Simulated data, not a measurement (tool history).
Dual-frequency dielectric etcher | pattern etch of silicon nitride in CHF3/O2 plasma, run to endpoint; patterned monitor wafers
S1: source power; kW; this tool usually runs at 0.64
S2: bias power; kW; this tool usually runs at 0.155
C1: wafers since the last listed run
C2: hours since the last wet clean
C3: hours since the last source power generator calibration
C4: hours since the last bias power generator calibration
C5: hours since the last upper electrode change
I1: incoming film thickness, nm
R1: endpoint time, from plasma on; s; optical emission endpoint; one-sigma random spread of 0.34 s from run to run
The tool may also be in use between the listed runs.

run	hour	S1	S2	C1	C2	C3	C4	C5	I1	R1
1	0	0.64	0.172	0	349.6	2047.8	1561.1	2364.5	87.3	53.8
2	17.3	0.51	0.155	213	366.9	2065.1	1578.4	2381.8	87.3	63.6
3	25.4	0.51	0.155	99	375	2073.2	1586.5	2389.9	87.2	63.7
4	34.4	0.51	0.155	110	384	2082.2	1595.5	2398.9	86.2	62.9
5	82.5	0.64	0.155	593	432.1	2130.3	1643.6	2447	86.9	54.1
6	97.3	0.64	0.155	182	446.9	2145.1	1658.4	2461.8	87.2	53.9
# hour 155.6: upper electrode replaced
7	156.1	0.64	0.155	429	505.7	2203.9	1717.2	0.5	87.6	53.9
8	158.6	0.64	0.155	30	508.2	2206.4	1719.7	3	87.3	53.7
9	170.2	0.64	0.155	143	519.8	2218	1731.3	14.6	87.5	53.9
10	179.6	0.64	0.177	115	529.2	2227.4	1740.7	24	87	52.8
# hour 189.3: bias power generator calibrated
11	189.8	0.64	0.155	76	539.4	2237.6	0.5	34.2	86.4	52.7
# hour 200.9: source power generator calibrated
12	201.4	0.51	0.119	93	551	0.5	12.1	45.8	87.2	64.8
13	206.6	0.78	0.122	64	556.2	5.7	17.3	51	86.5	48.9
14	216.8	0.75	0.124	125	566.4	15.9	27.5	61.2	87.6	50.9
# hour 247.3: wet clean of the chamber
15	247.8	0.64	0.155	86	0.5	46.9	58.5	92.2	86.2	55.6
16	248.1	0.74	0.136	3	0.8	47.2	58.8	92.5	87.4	53.2
17	255	0.64	0.155	85	7.7	54.1	65.7	99.4	87.7	56.7
18	267.7	0.78	0.172	156	20.4	66.8	78.4	112.1	87.5	49.4
19	280.8	0.77	0.187	161	33.5	79.9	91.5	125.2	86.7	48.7
20	295.5	0.64	0.155	181	48.2	94.6	106.2	139.9	87.9	56.5
21	306.9	0.64	0.155	140	59.6	106	117.6	151.3	88.1	55.7
22	319.4	0.74	0.172	154	72.1	118.5	130.1	163.8	87.3	50.4

Branching from run 22: 4 alternative next runs. What would each branch give?
A	319.8	0.55	0.155	4	72.5	118.9	130.5	164.2	87.2	?
B	319.8	0.73	0.132	4	72.5	118.9	130.5	164.2	87.2	?
C	319.8	0.78	0.182	4	72.5	118.9	130.5	164.2	87.2	?
D	319.8	0.79	0.179	4	72.5	118.9	130.5	164.2	87.2	?

run	R1
A	61.7
B	52.9
C	48.3
D	48.1
Without the tool's unlogged condition, the same runs would have read:
run	R1
A	61.9
B	53.1
C	48.5
D	48.3

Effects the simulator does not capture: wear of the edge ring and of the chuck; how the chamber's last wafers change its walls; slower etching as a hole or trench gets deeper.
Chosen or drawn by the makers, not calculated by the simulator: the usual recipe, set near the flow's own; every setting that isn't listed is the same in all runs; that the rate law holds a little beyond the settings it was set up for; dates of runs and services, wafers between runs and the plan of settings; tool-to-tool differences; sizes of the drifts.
